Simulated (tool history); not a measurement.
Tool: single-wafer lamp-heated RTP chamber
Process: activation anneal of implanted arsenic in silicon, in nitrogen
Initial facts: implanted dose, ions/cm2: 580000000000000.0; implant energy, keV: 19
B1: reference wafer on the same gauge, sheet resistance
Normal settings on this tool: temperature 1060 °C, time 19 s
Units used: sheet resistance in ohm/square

{"run": 1, "day": 0.0, "temperature": 1060, "time": 22, "B1": 177.02, "sheet resistance": 170.22}
{"run": 2, "day": 1.979, "temperature": 1060, "time": 22, "B1": 176.97, "sheet resistance": 170.53}
{"day": 3.208, "done": "pyrometer window cleaned and pyrometer calibrated"}
{"run": 3, "day": 3.229, "temperature": 1060, "time": 22, "B1": 177.06, "sheet resistance": 170.16}
{"run": 4, "day": 5.3, "temperature": 1044, "time": 19, "B1": 176.97, "sheet resistance": 173.5}
{"day": 7.262, "done": "reflector plate cleaned"}
{"run": 5, "day": 7.358, "temperature": 1044, "time": 19, "B1": 177.05, "sheet resistance": 175.58}
{"run": 6, "day": 10.133, "temperature": 1060, "time": 19, "B1": 177.11, "sheet resistance": 172.76}
{"run": 7, "day": 11.238, "temperature": 1060, "time": 19, "B1": 177.06, "sheet resistance": 172.56}
{"run": 8, "day": 13.621, "temperature": 1077, "time": 19, "B1": 176.97, "sheet resistance": 168.96}
{"run": 9, "day": 14.942, "temperature": 1077, "time": 19, "B1": 176.99, "sheet resistance": 168.67}
{"run": 10, "day": 16.683, "temperature": 1077, "time": 19, "B1": 176.99, "sheet resistance": 168.77}
{"run": 11, "day": 18.888, "temperature": 1060, "time": 19, "B1": 176.98, "sheet resistance": 171.7}
{"day": 20.875, "done": "reflector plate cleaned"}
{"run": 12, "day": 20.896, "temperature": 1060, "time": 19, "B1": 177.08, "sheet resistance": 172.49}
{"run": 13, "day": 22.858, "temperature": 1060, "time": 19, "B1": 176.99, "sheet resistance": 172.82}
{"run": 14, "day": 25.717, "temperature": 1084, "time": 13, "B1": 176.9, "sheet resistance": 171.2}
{"day": 26.983, "done": "pyrometer window cleaned and pyrometer calibrated"}
{"run": 15, "day": 27.779, "temperature": 1060, "time": 19, "B1": 177.04, "sheet resistance": 172.58}
{"run": 16, "day": 29.792, "temperature": 1060, "time": 19, "B1": 177.04, "sheet resistance": 171.34}
{"run": 17, "day": 32.071, "temperature": 1036, "time": 19, "B1": 177.01, "sheet resistance": 176.61}
{"run": 18, "day": 34.392, "temperature": 1060, "time": 10, "B1": 176.94, "sheet resistance": 176.05}
{"day": 35.696, "done": "reflector plate cleaned"}
{"run": 19, "day": 36.304, "temperature": 1074, "time": 29, "B1": 177.01, "sheet resistance": 165.08}
{"run": 20, "day": 39.221, "temperature": 1075, "time": 19, "B1": 177.04, "sheet resistance": 169.06}
{"run": 21, "day": 40.6, "temperature": 1050, "time": 26, "B1": 177, "sheet resistance": 171.09}
{"day": 46.008, "done": "gauge calibrated"}
{"day": 47.092, "done": "pyrometer window cleaned and pyrometer calibrated"}
{"run": 22, "day": 49.588, "temperature": 1046, "time": 25, "B1": 176.95, "sheet resistance": 171.29}
{"run": 23, "day": 50.633, "temperature": 1069, "time": 14, "B1": 176.96, "sheet resistance": 172.43}
{"run": 24, "day": 52.242, "temperature": 1081, "time": 19, "B1": 177.09, "sheet resistance": 166.5}
{"day": 53.933, "done": "reflector plate cleaned"}
{"run": 25, "day": 55.062, "temperature": 1060, "time": 19, "B1": 177.06, "sheet resistance": 172.75}
{"run": 26, "day": 57.529, "temperature": 1052, "time": 15, "B1": 176.93, "sheet resistance": 175.91}
{"run": 27, "day": 59.971, "temperature": 1060, "time": 9, "B1": 177, "sheet resistance": 178.58}

Below are 3 alternative next runs, each starting from the tool's condition after run 27. Predict each:
{"run": "A", "day": 59.988, "temperature": 1060, "time": 24, "B1": "?", "sheet resistance": "?"}
{"run": "B", "day": 59.988, "temperature": 1035, "time": 26, "B1": "?", "sheet resistance": "?"}
{"run": "C", "day": 59.988, "temperature": 1060, "time": 25, "B1": "?", "sheet resistance": "?"}

run=A B1=176.97 sheet_resistance=170
run=B B1=176.97 sheet_resistance=174.37
run=C B1=176.97 sheet_resistance=169.62
Had the tool no hidden state, the same runs would have come out as:
run=A sheet_resistance=170.3
run=B sheet_resistance=174.65
run=C sheet_resistance=169.92
